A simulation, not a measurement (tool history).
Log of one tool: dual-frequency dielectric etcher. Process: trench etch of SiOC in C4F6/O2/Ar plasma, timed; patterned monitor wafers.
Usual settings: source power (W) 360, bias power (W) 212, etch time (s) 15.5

run,hour,source power (W),bias power (W),etch time (s),wafers since the last listed run,hours since the last wet clean,hours since the last source power generator calibration,hours since the last bias power generator calibration,hours since the last upper electrode change,hours since the gauge calibration,"read-back reference wafer on the same gauge, depth_nm",mean etch depth across the wafer (Å)
1,0.0,360,212,15.5,0,62.1,1133.3,4725.2,1683.7,497.5,33.90,357.0
2,68.6,360,212,15.5,1101,130.7,1201.9,4793.8,1752.3,566.1,33.89,358.6
3,96.5,360,212,15.5,448,158.6,1229.8,4821.7,1780.2,594.0,33.91,358.7
4,129.5,360,212,15.5,529,191.6,1262.8,4854.7,1813.2,627.0,33.90,358.9
5,188.9,360,212,15.5,953,251.0,1322.2,4914.1,1872.6,686.4,33.88,358.7
6,233.4,360,212,18.0,714,295.5,1366.7,4958.6,1917.1,730.9,33.89,419.2
7,262.6,360,212,15.5,468,324.7,1395.9,4987.8,1946.3,760.1,33.89,359.6
# hour 400.1: gauge calibrated
# hour 421.4: source power generator calibrated
8,445.9,360,212,15.5,2879,508.0,24.5,5171.1,2129.6,45.8,33.90,360.7
9,478.2,360,212,15.5,518,540.3,56.8,5203.4,2161.9,78.1,33.89,361.5
10,521.9,360,212,15.5,701,584.0,100.5,5247.1,2205.6,121.8,33.90,362.3

The next listed run, before its measurement:
# hour 567.4: bias power generator calibrated
11,568.4,360,212,12.0,682,630.5,147.0,1.0,2252.1,168.3,?,?

read-back reference wafer on the same gauge, depth_nm: 33.90
mean etch depth across the wafer (Å): 280.7
Without the tool's hidden state the same run would have given mean etch depth across the wafer (Å) 276.8.
